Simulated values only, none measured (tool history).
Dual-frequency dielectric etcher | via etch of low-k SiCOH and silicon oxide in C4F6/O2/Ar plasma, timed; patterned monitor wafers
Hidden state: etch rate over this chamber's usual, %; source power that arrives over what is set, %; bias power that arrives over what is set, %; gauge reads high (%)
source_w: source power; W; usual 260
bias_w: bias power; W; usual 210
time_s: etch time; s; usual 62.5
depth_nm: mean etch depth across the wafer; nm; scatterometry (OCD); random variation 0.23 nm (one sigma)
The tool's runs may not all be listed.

run	hour	source_w	bias_w	time_s	wafers since the last listed run	hours since the last wet clean	hours since the last source power generator calibration	hours since the last bias power generator calibration	hours since the last upper electrode change	hours since the gauge calibration	read-back reference wafer on the same gauge, depth_nm	depth_nm
1	0	260	210	62.5	0	380.6	4643.2	26.9	5249.2	994.5	144	151.7
# hour 40.1: upper electrode replaced
2	40.6	260	210	62.5	155	421.2	4683.8	67.5	0.5	1035.1	144	151.9
3	42.2	260	179	62.5	15	422.8	4685.4	69.1	2.1	1036.7	144	143.9
4	71.8	260	179	62.5	277	452.4	4715	98.7	31.7	1066.3	144.1	144.2
5	99.4	290	210	62.5	258	480	4742.6	126.3	59.3	1093.9	144	160.2
# hour 142.4: wet clean of the chamber
6	142.9	260	210	62.5	182	0.5	4786.1	169.8	102.8	1137.4	144	150.8
7	157.9	260	210	62.5	140	15.5	4801.1	184.8	117.8	1152.4	144.1	150.5
8	179.2	260	210	62.5	199	36.8	4822.4	206.1	139.1	1173.7	143.9	150.9
9	202.9	260	210	62.5	222	60.5	4846.1	229.8	162.8	1197.4	144	151
10	224.9	310	170	62.5	206	82.5	4868.1	251.8	184.8	1219.4	144	152.6
11	256.3	230	210	62.5	294	113.9	4899.5	283.2	216.2	1250.8	144	142.8
12	277.6	260	210	62.5	199	135.2	4920.8	304.5	237.5	1272.1	144	151.3
13	302.6	260	210	62.5	234	160.2	4945.8	329.5	262.5	1297.1	143.9	151
14	338.2	260	210	62.5	334	195.8	4981.4	365.1	298.1	1332.7	144	151.6
# hour 352.5: gauge calibrated
15	354.4	260	210	62.5	152	212	4997.6	381.3	314.3	1.9	144	151.5
# hour 367.9: source power generator calibrated
16	384.1	280	210	71.5	241	241.7	16.2	411	344	31.6	143.9	183.3
17	408.2	260	210	72.5	226	265.8	40.3	435.1	368.1	55.7	144.1	179.6
18	421.6	260	179	62.5	125	279.2	53.7	448.5	381.5	69.1	144	146
19	450.5	260	249	79	271	308.1	82.6	477.4	410.4	98	144	207.5
20	481.4	310	173	62.5	289	339	113.5	508.3	441.3	128.9	144	157
21	501.8	310	261	46	191	359.4	133.9	528.7	461.7	149.3	144	133
22	528.7	210	192	72.5	252	386.3	160.8	555.6	488.6	176.2	143.9	157.3
23	548.5	280	210	62.5	185	406.1	180.6	575.4	508.4	196	144.1	160.3
24	565.2	300	258	77.5	156	422.8	197.3	592.1	525.1	212.7	144	219.6
25	595.9	260	232	53.5	288	453.5	228	622.8	555.8	243.4	144	136.8
26	614.9	260	210	62.5	178	472.5	247	641.8	574.8	262.4	144	154.5
27	648.1	320	237	80.5	311	505.7	280.2	675	608	295.6	144	228.4
28	678.4	260	210	73	284	536	310.5	705.3	638.3	325.9	144	181.3
# hour 703.9: wet clean of the chamber
29	704.4	220	237	56.5	18	0.5	336.5	731.3	664.3	351.9	143.9	133.3

Forecast each of these 5 alternatives for the next run:
A	704.8	260	180	62.5	3	0.9	336.9	731.7	664.7	352.3	?	?
B	704.8	300	210	62.5	3	0.9	336.9	731.7	664.7	352.3	?	?
C	704.8	230	169	52	3	0.9	336.9	731.7	664.7	352.3	?	?
D	704.8	210	242	79	3	0.9	336.9	731.7	664.7	352.3	?	?
E	704.8	260	160	62.5	3	0.9	336.9	731.7	664.7	352.3	?	?

run	read-back reference wafer on the same gauge, depth_nm	depth_nm
A	143.9	145.6
B	143.9	163.7
C	143.9	111.9
D	143.9	184.2
E	143.9	140
Without the tool's hidden state the same runs would have given:
run	depth_nm
A	146.5
B	164.7
C	112.7
D	185.3
E	141

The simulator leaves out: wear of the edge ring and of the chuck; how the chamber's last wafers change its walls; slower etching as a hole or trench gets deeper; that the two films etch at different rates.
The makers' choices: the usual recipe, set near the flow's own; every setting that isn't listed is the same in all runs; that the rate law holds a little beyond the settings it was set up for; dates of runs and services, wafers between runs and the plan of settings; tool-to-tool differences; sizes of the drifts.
